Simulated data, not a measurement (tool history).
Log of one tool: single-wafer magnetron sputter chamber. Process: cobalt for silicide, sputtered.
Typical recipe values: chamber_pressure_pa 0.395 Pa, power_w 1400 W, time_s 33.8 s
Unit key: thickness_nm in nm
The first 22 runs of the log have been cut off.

run	hour	chamber_pressure_pa	power_w	time_s	read-back reference wafer on the same gauge, thickness_nm	thickness_nm
23	1017.0	0.322	1400	36.5	23.924	23.035
24	1056.8	0.485	1400	33.8	23.899	20.557
25	1109.7	0.395	1400	33.8	23.937	20.564
26	1151.1	0.354	1550	33.8	23.949	23.312
27	1177.4	0.553	1700	37.8	23.901	27.401
28	1220.2	0.395	1400	33.8	23.894	20.625
29	1283.5	0.395	1400	33.8	23.916	20.609
# hour 1297.7: sputter target and shields replaced
30	1337.2	0.487	1150	33.8	23.896	17.193
31	1422.8	0.395	1400	33.8	23.900	21.132
32	1486.2	0.395	1400	35.7	23.912	22.027
33	1531.4	0.395	1500	33.8	23.926	22.252
34	1579.7	0.354	1550	33.8	23.926	22.983

What if the next run were any one of these 5? Each begins from the tool's condition after run 34:
A	1580.1	0.261	1400	33.8	?	?
B	1580.1	0.523	1700	39.0	?	?
C	1580.1	0.254	1250	36.6	?	?
D	1580.1	0.495	1400	33.8	?	?
E	1580.1	0.395	1400	28.8	?	?

run	read-back reference wafer on the same gauge, thickness_nm	thickness_nm
A	23.924	21.393
B	23.924	28.492
C	23.924	20.711
D	23.924	20.445
E	23.924	17.759
Without the tool's unlogged condition, the same runs would have read:
run	thickness_nm
A	22.060
B	29.380
C	21.357
D	21.082
E	18.313

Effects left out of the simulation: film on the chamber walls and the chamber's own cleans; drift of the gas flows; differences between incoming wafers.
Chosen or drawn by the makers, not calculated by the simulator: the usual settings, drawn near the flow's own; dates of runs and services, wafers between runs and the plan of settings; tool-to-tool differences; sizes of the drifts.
